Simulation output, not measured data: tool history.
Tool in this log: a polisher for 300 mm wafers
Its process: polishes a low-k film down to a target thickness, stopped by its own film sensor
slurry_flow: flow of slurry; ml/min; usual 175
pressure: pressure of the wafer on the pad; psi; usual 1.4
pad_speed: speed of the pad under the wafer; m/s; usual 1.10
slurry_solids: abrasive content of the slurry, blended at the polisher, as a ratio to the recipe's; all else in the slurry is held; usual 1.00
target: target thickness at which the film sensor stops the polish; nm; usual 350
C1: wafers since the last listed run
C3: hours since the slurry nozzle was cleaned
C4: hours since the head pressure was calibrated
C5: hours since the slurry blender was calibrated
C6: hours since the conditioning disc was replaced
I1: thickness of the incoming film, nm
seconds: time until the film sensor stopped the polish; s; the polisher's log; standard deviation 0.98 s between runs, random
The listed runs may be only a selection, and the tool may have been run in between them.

{"run": 1, "day": 0.0, "slurry_flow": 175, "pressure": 1.4, "pad_speed": 1.1, "slurry_solids": 1.0, "target": 350, "C1": 0, "wafers polished on this pad": 1427, "C3": 110.6, "C4": 1378.4, "C5": 39.9, "C6": 193.0, "I1": 383.7, "seconds": 109.8}
{"day": 0.117, "done": "conditioning disc replaced and pad reconditioned"}
{"day": 1.212, "done": "worn pad replaced by a new one"}
{"run": 2, "day": 2.212, "slurry_flow": 175, "pressure": 1.4, "pad_speed": 1.1, "slurry_solids": 1.0, "target": 350, "C1": 360, "wafers polished on this pad": 183, "C3": 163.7, "C4": 1431.5, "C5": 93.0, "C6": 50.3, "I1": 376.4, "seconds": 86.5}
{"run": 3, "day": 2.925, "slurry_flow": 175, "pressure": 1.4, "pad_speed": 1.1, "slurry_solids": 1.0, "target": 350, "C1": 130, "wafers polished on this pad": 314, "C3": 180.8, "C4": 1448.6, "C5": 110.1, "C6": 67.4, "I1": 380.6, "seconds": 100.0}
{"run": 4, "day": 3.225, "slurry_flow": 175, "pressure": 1.4, "pad_speed": 0.82, "slurry_solids": 1.0, "target": 350, "C1": 55, "wafers polished on this pad": 369, "C3": 188.0, "C4": 1455.8, "C5": 117.3, "C6": 74.6, "I1": 379.1, "seconds": 111.9}
{"run": 5, "day": 3.742, "slurry_flow": 175, "pressure": 1.4, "pad_speed": 0.82, "slurry_solids": 1.0, "target": 350, "C1": 94, "wafers polished on this pad": 464, "C3": 200.4, "C4": 1468.2, "C5": 129.7, "C6": 87.0, "I1": 377.3, "seconds": 106.6}
{"day": 3.95, "done": "slurry blender recalibrated"}
{"day": 4.183, "done": "head pressure recalibrated"}
{"run": 6, "day": 4.308, "slurry_flow": 175, "pressure": 1.4, "pad_speed": 1.1, "slurry_solids": 1.0, "target": 350, "C1": 73, "wafers polished on this pad": 538, "C3": 214.0, "C4": 3.0, "C5": 8.6, "C6": 100.6, "I1": 377.6, "seconds": 90.0}
{"run": 7, "day": 4.988, "slurry_flow": 175, "pressure": 1.4, "pad_speed": 1.1, "slurry_solids": 1.0, "target": 350, "C1": 124, "wafers polished on this pad": 663, "C3": 230.3, "C4": 19.3, "C5": 24.9, "C6": 116.9, "I1": 383.1, "seconds": 108.8}
{"run": 8, "day": 5.462, "slurry_flow": 215, "pressure": 1.4, "pad_speed": 0.92, "slurry_solids": 1.0, "target": 350, "C1": 87, "wafers polished on this pad": 750, "C3": 241.7, "C4": 30.7, "C5": 36.3, "C6": 128.3, "I1": 379.6, "seconds": 105.8}
{"day": 5.742, "done": "slurry nozzle cleaned"}
{"run": 9, "day": 6.538, "slurry_flow": 215, "pressure": 1.4, "pad_speed": 0.92, "slurry_solids": 1.0, "target": 350, "C1": 189, "wafers polished on this pad": 940, "C3": 19.1, "C4": 56.5, "C5": 62.1, "C6": 154.1, "I1": 375.8, "seconds": 91.9}
{"run": 10, "day": 6.9, "slurry_flow": 215, "pressure": 1.4, "pad_speed": 0.92, "slurry_solids": 1.0, "target": 350, "C1": 66, "wafers polished on this pad": 1007, "C3": 27.8, "C4": 65.2, "C5": 70.8, "C6": 162.8, "I1": 377.7, "seconds": 98.9}
{"run": 11, "day": 7.204, "slurry_flow": 175, "pressure": 1.4, "pad_speed": 1.1, "slurry_solids": 1.0, "target": 350, "C1": 55, "wafers polished on this pad": 1063, "C3": 35.1, "C4": 72.5, "C5": 78.1, "C6": 170.1, "I1": 378.0, "seconds": 92.5}
{"day": 7.667, "done": "conditioning disc replaced and pad reconditioned"}
{"run": 12, "day": 7.758, "slurry_flow": 175, "pressure": 1.4, "pad_speed": 1.1, "slurry_solids": 1.0, "target": 350, "C1": 86, "wafers polished on this pad": 1149, "C3": 48.4, "C4": 85.8, "C5": 91.4, "C6": 2.2, "I1": 375.1, "seconds": 83.1}
{"run": 13, "day": 8.346, "slurry_flow": 175, "pressure": 1.4, "pad_speed": 1.34, "slurry_solids": 1.0, "target": 360, "C1": 108, "wafers polished on this pad": 1257, "C3": 62.5, "C4": 99.9, "C5": 105.5, "C6": 16.3, "I1": 380.2, "seconds": 59.5}
{"day": 8.821, "done": "slurry blender recalibrated"}
{"day": 9.079, "done": "worn pad replaced by a new one"}
{"run": 14, "day": 9.1, "slurry_flow": 175, "pressure": 1.4, "pad_speed": 1.1, "slurry_solids": 1.0, "target": 350, "C1": 92, "wafers polished on this pad": 3, "C3": 80.6, "C4": 118.0, "C5": 6.7, "C6": 34.4, "I1": 371.9, "seconds": 72.2}
{"run": 15, "day": 9.292, "slurry_flow": 115, "pressure": 1.1, "pad_speed": 1.1, "slurry_solids": 1.0, "target": 350, "C1": 35, "wafers polished on this pad": 39, "C3": 85.2, "C4": 122.6, "C5": 11.3, "C6": 39.0, "I1": 381.8, "seconds": 132.0}
{"run": 16, "day": 9.679, "slurry_flow": 175, "pressure": 1.4, "pad_speed": 0.82, "slurry_solids": 1.0, "target": 350, "C1": 71, "wafers polished on this pad": 110, "C3": 94.5, "C4": 131.9, "C5": 20.6, "C6": 48.3, "I1": 381.4, "seconds": 122.9}
{"run": 17, "day": 10.054, "slurry_flow": 195, "pressure": 1.4, "pad_speed": 0.88, "slurry_solids": 1.0, "target": 350, "C1": 68, "wafers polished on this pad": 179, "C3": 103.5, "C4": 140.9, "C5": 29.6, "C6": 57.3, "I1": 372.2, "seconds": 82.8}
{"run": 18, "day": 11.662, "slurry_flow": 210, "pressure": 1.1, "pad_speed": 1.1, "slurry_solids": 1.15, "target": 344, "C1": 295, "wafers polished on this pad": 475, "C3": 142.1, "C4": 179.5, "C5": 68.2, "C6": 95.9, "I1": 380.0, "seconds": 127.8}
{"run": 19, "day": 12.079, "slurry_flow": 225, "pressure": 1.0, "pad_speed": 1.1, "slurry_solids": 0.85, "target": 347, "C1": 76, "wafers polished on this pad": 551, "C3": 152.1, "C4": 189.5, "C5": 78.2, "C6": 105.9, "I1": 376.7, "seconds": 138.7}
{"run": 20, "day": 12.417, "slurry_flow": 175, "pressure": 1.4, "pad_speed": 1.1, "slurry_solids": 1.2, "target": 356, "C1": 62, "wafers polished on this pad": 613, "C3": 160.2, "C4": 197.6, "C5": 86.3, "C6": 114.0, "I1": 379.3, "seconds": 69.6}
{"run": 21, "day": 13.054, "slurry_flow": 150, "pressure": 1.1, "pad_speed": 0.74, "slurry_solids": 1.0, "target": 346, "C1": 117, "wafers polished on this pad": 730, "C3": 175.5, "C4": 212.9, "C5": 101.6, "C6": 129.3, "I1": 380.7, "seconds": 170.3}
{"day": 13.604, "done": "slurry blender recalibrated"}
{"run": 22, "day": 13.671, "slurry_flow": 205, "pressure": 1.6, "pad_speed": 1.1, "slurry_solids": 1.15, "target": 345, "C1": 98, "wafers polished on this pad": 828, "C3": 190.3, "C4": 227.7, "C5": 1.6, "C6": 144.1, "I1": 381.7, "seconds": 97.7}

What differs in the tool's unlogged condition from the final listed run ahead of each entry between runs to the first listed run following it?
In the gap between runs 1 and 2: conditioning disc replaced and pad reconditioned (day 0.117); worn pad replaced by a new one (day 1.212)
  no difference in the tool's unlogged condition between these two runs
In the gap between runs 5 and 6: slurry blender recalibrated (day 3.950); head pressure recalibrated (day 4.183)
  no difference in the tool's unlogged condition between these two runs
In the gap between runs 8 and 9: slurry nozzle cleaned (day 5.742)
  no difference in the tool's unlogged condition between these two runs
In the gap between runs 11 and 12: conditioning disc replaced and pad reconditioned (day 7.667)
  no difference in the tool's unlogged condition between these two runs
In the gap between runs 13 and 14: slurry blender recalibrated (day 8.821); worn pad replaced by a new one (day 9.079)
  no difference in the tool's unlogged condition between these two runs
In the gap between runs 21 and 22: slurry blender recalibrated (day 13.604)
  no difference in the tool's unlogged condition between these two runs

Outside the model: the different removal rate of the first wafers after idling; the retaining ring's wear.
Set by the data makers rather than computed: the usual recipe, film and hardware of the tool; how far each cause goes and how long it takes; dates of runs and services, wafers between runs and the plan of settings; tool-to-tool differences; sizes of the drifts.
